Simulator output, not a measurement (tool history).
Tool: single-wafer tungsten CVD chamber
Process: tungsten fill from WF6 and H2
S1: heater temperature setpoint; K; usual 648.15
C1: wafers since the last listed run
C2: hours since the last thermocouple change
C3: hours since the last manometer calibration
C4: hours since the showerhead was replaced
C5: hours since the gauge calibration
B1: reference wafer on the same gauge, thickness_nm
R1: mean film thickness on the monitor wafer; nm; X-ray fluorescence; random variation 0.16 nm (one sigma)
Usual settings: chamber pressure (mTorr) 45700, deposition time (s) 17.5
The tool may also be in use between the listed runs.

{"run": 1, "hour": 0.0, "S1": 638.15, "chamber pressure (mTorr)": 45700, "deposition time (s)": 17.5, "C1": 0, "C2": 2508.1, "C3": 2670.1, "C4": 3511, "C5": 227.2, "B1": 32.685, "R1": 34.925}
{"hour": 10.4, "done": "gauge calibrated"}
{"run": 2, "hour": 23.6, "S1": 648.15, "chamber pressure (mTorr)": 45700, "deposition time (s)": 17.5, "C1": 405, "C2": 2531.7, "C3": 2693.7, "C4": 3534.6, "C5": 13.2, "B1": 32.702, "R1": 44.316}
{"run": 3, "hour": 41.8, "S1": 648.15, "chamber pressure (mTorr)": 45700, "deposition time (s)": 17.5, "C1": 312, "C2": 2549.9, "C3": 2711.9, "C4": 3552.8, "C5": 31.4, "B1": 32.733, "R1": 44.593}
{"run": 4, "hour": 61.8, "S1": 648.15, "chamber pressure (mTorr)": 45700, "deposition time (s)": 17.5, "C1": 343, "C2": 2569.9, "C3": 2731.9, "C4": 3572.8, "C5": 51.4, "B1": 32.717, "R1": 44.273}
{"run": 5, "hour": 90.6, "S1": 648.15, "chamber pressure (mTorr)": 53400, "deposition time (s)": 19.6, "C1": 494, "C2": 2598.7, "C3": 2760.7, "C4": 3601.6, "C5": 80.2, "B1": 32.71, "R1": 54.935}
{"run": 6, "hour": 104.6, "S1": 648.15, "chamber pressure (mTorr)": 53400, "deposition time (s)": 19.6, "C1": 240, "C2": 2612.7, "C3": 2774.7, "C4": 3615.6, "C5": 94.2, "B1": 32.703, "R1": 54.766}
{"run": 7, "hour": 126.8, "S1": 648.15, "chamber pressure (mTorr)": 53400, "deposition time (s)": 19.6, "C1": 381, "C2": 2634.9, "C3": 2796.9, "C4": 3637.8, "C5": 116.4, "B1": 32.7, "R1": 55.137}
{"hour": 145.4, "done": "thermocouple changed; heater temperature recalibrated"}
{"run": 8, "hour": 145.8, "S1": 648.15, "chamber pressure (mTorr)": 45700, "deposition time (s)": 17.5, "C1": 189, "C2": 0.4, "C3": 2815.9, "C4": 3656.8, "C5": 135.4, "B1": 32.705, "R1": 47.407}
{"run": 9, "hour": 158.3, "S1": 648.15, "chamber pressure (mTorr)": 45700, "deposition time (s)": 16.5, "C1": 214, "C2": 12.9, "C3": 2828.4, "C4": 3669.3, "C5": 147.9, "B1": 32.668, "R1": 44.623}
{"run": 10, "hour": 177.3, "S1": 636.15, "chamber pressure (mTorr)": 53000, "deposition time (s)": 16.3, "C1": 326, "C2": 31.9, "C3": 2847.4, "C4": 3688.3, "C5": 166.9, "B1": 32.682, "R1": 36.9}
{"hour": 189.4, "done": "thermocouple changed; heater temperature recalibrated, repeated, since the last time left the tool worse"}
{"run": 11, "hour": 195.5, "S1": 656.15, "chamber pressure (mTorr)": 35900, "deposition time (s)": 20.2, "C1": 175, "C2": 6.1, "C3": 2865.6, "C4": 3706.5, "C5": 185.1, "B1": 32.708, "R1": 45.792}
{"hour": 210.1, "done": "gauge calibrated"}
{"run": 12, "hour": 212.5, "S1": 648.15, "chamber pressure (mTorr)": 45700, "deposition time (s)": 17.5, "C1": 292, "C2": 23.1, "C3": 2882.6, "C4": 3723.5, "C5": 2.4, "B1": 32.669, "R1": 38.8}
{"hour": 249.6, "done": "capacitance manometer re-zeroed and calibrated"}
{"run": 13, "hour": 274.7, "S1": 642.15, "chamber pressure (mTorr)": 50300, "deposition time (s)": 14.3, "C1": 931, "C2": 85.3, "C3": 25.1, "C4": 3785.7, "C5": 64.6, "B1": 32.754, "R1": 29.601}
{"hour": 285.2, "done": "showerhead replaced"}
{"run": 14, "hour": 297.1, "S1": 648.15, "chamber pressure (mTorr)": 45700, "deposition time (s)": 16.4, "C1": 247, "C2": 107.7, "C3": 47.5, "C4": 11.9, "C5": 87, "B1": 32.747, "R1": 36.61}
{"run": 15, "hour": 331.9, "S1": 634.15, "chamber pressure (mTorr)": 34400, "deposition time (s)": 16.4, "C1": 598, "C2": 142.5, "C3": 82.3, "C4": 46.7, "C5": 121.8, "B1": 32.687, "R1": 21.098}
{"run": 16, "hour": 362.2, "S1": 648.15, "chamber pressure (mTorr)": 45700, "deposition time (s)": 17.5, "C1": 520, "C2": 172.8, "C3": 112.6, "C4": 77, "C5": 152.1, "B1": 32.646, "R1": 38.995}

3 ways to go on from here, each from the tool as it stands after run 16. What would each give?
{"run": "A", "hour": 362.6, "S1": 648.15, "chamber pressure (mTorr)": 45700, "deposition time (s)": 20.4, "C1": 6, "C2": 173.2, "C3": 113, "C4": 77.4, "C5": 152.5, "B1": "?", "R1": "?"}
{"run": "B", "hour": 362.6, "S1": 648.15, "chamber pressure (mTorr)": 50900, "deposition time (s)": 17.5, "C1": 6, "C2": 173.2, "C3": 113, "C4": 77.4, "C5": 152.5, "B1": "?", "R1": "?"}
{"run": "C", "hour": 362.6, "S1": 648.15, "chamber pressure (mTorr)": 41900, "deposition time (s)": 15.3, "C1": 6, "C2": 173.2, "C3": 113, "C4": 77.4, "C5": 152.5, "B1": "?", "R1": "?"}

run=A B1=32.714 R1=45.853
run=B B1=32.714 R1=42.113
run=C B1=32.714 R1=32.384
Without the tool's hidden state the same runs would have given:
run=A R1=46.394
run=B R1=42.61
run=C R1=32.766
